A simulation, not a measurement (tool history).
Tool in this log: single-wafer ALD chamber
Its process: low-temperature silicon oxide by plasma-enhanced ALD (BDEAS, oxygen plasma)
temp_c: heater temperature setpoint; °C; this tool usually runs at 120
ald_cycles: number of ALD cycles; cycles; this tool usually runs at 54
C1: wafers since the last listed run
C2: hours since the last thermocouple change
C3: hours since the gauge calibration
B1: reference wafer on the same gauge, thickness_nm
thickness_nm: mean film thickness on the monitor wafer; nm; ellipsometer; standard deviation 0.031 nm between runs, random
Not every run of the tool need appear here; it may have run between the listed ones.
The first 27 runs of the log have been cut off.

run 28 hour=1604.2 | temp_c=105 ald_cycles=59 | C1=355 C2=893.1 C3=284.2 | B1=7.019 | thickness_nm=8.700
run 29 hour=1646.9 | temp_c=120 ald_cycles=54 | C1=246 C2=935.8 C3=326.9 | B1=7.019 | thickness_nm=7.745
run 30 hour=1693.9 | temp_c=105 ald_cycles=59 | C1=270 C2=982.8 C3=373.9 | B1=7.025 | thickness_nm=8.720
run 31 hour=1719.0 | temp_c=120 ald_cycles=54 | C1=144 C2=1007.9 C3=399.0 | B1=7.020 | thickness_nm=7.781
run 32 hour=1780.9 | temp_c=109 ald_cycles=59 | C1=356 C2=1069.8 C3=460.9 | B1=7.022 | thickness_nm=8.676
run 33 hour=1812.3 | temp_c=120 ald_cycles=54 | C1=181 C2=1101.2 C3=492.3 | B1=7.021 | thickness_nm=7.805
run 34 hour=1841.2 | temp_c=106 ald_cycles=54 | C1=166 C2=1130.1 C3=521.2 | B1=7.021 | thickness_nm=7.927
run 35 hour=1891.2 | temp_c=120 ald_cycles=45 | C1=288 C2=1180.1 C3=571.2 | B1=7.022 | thickness_nm=6.487
run 36 hour=1962.8 | temp_c=120 ald_cycles=54 | C1=412 C2=1251.7 C3=642.8 | B1=7.022 | thickness_nm=7.741
run 37 hour=2032.7 | temp_c=111 ald_cycles=60 | C1=403 C2=1321.6 C3=712.7 | B1=7.024 | thickness_nm=8.775

Forecast each of these 3 alternatives for the next run:
run A hour=2033.2 | temp_c=120 ald_cycles=54 | C1=2 C2=1322.1 C3=713.2 | B1=? | thickness_nm=?
run B hour=2033.2 | temp_c=125 ald_cycles=46 | C1=2 C2=1322.1 C3=713.2 | B1=? | thickness_nm=?
run C hour=2033.2 | temp_c=129 ald_cycles=48 | C1=2 C2=1322.1 C3=713.2 | B1=? | thickness_nm=?

run=A B1=7.017 thickness_nm=7.739
run=B B1=7.017 thickness_nm=6.538
run=C B1=7.017 thickness_nm=6.777
Had the tool no hidden state, the same runs would have come out as:
run=A thickness_nm=7.739
run=B thickness_nm=6.538
run=C thickness_nm=6.777
